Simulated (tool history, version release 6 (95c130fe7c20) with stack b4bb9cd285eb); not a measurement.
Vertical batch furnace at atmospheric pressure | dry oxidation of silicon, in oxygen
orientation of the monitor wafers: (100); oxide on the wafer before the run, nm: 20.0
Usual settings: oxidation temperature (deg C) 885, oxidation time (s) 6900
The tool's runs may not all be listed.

run   hour  oxidation temperature (deg C)  oxidation time (s)  read-back reference wafer on the same gauge, thickness  oxide thickness on the monitor wafer (nm)
  1    0.0                            885                6900                                                   32.00                                      34.34
  2   24.3                            885                6900                                                   32.02                                      34.24
  3   83.3                            885                6900                                                   32.00                                      34.20
  4  130.8                            869                6900                                                   31.99                                      31.11
     139.4  -- gauge calibrated
  5  161.2                            869                6900                                                   32.00                                      31.02
  6  198.0                            869                6900                                                   32.00                                      31.06
  7  266.9                            900                6900                                                   32.00                                      38.01
     351.0  -- boat lift adjusted
  8  362.6                            867                5310                                                   31.99                                      28.10
  9  434.9                            885                8250                                                   31.99                                      36.96
 10  495.4                            898                6900                                                   32.01                                      37.33
 11  529.7                            901                5550                                                   32.00                                      34.77
     558.0  -- thermocouples replaced and temperature profile calibrated
 12  583.4                            873                5760                                                   32.01                                      30.22
 13  644.2                            902                9240                                                   32.00                                      45.63
 14  675.6                            885                6900                                                   32.00                                      35.00
     716.4  -- gauge calibrated
     785.2  -- thermocouples replaced and temperature profile calibrated, repeated, since the last time left the tool worse
 15  854.4                            885                6900                                                   32.00                                      33.61
 16  902.5                            909                3750                                                   32.00                                      30.88
 17  947.3                            872               10200                                                   32.01                                      36.42

Forecast each of these 3 alternatives for the next run:
  A  952.8                            885                6900                                                       ?                                          ?
  B  952.8                            893                3690                                                       ?                                          ?
  C  952.8                            870                3480                                                       ?                                          ?

run  read-back reference wafer on the same gauge, thickness  oxide thickness on the monitor wafer (nm)
  A                                                   32.01                                      33.85
  B                                                   32.01                                      28.35
  C                                                   32.01                                      25.25
Without the tool's hidden state the same runs would have given:
run  oxide thickness on the monitor wafer (nm)
  A                                      33.69
  B                                      28.24
  C                                      25.17
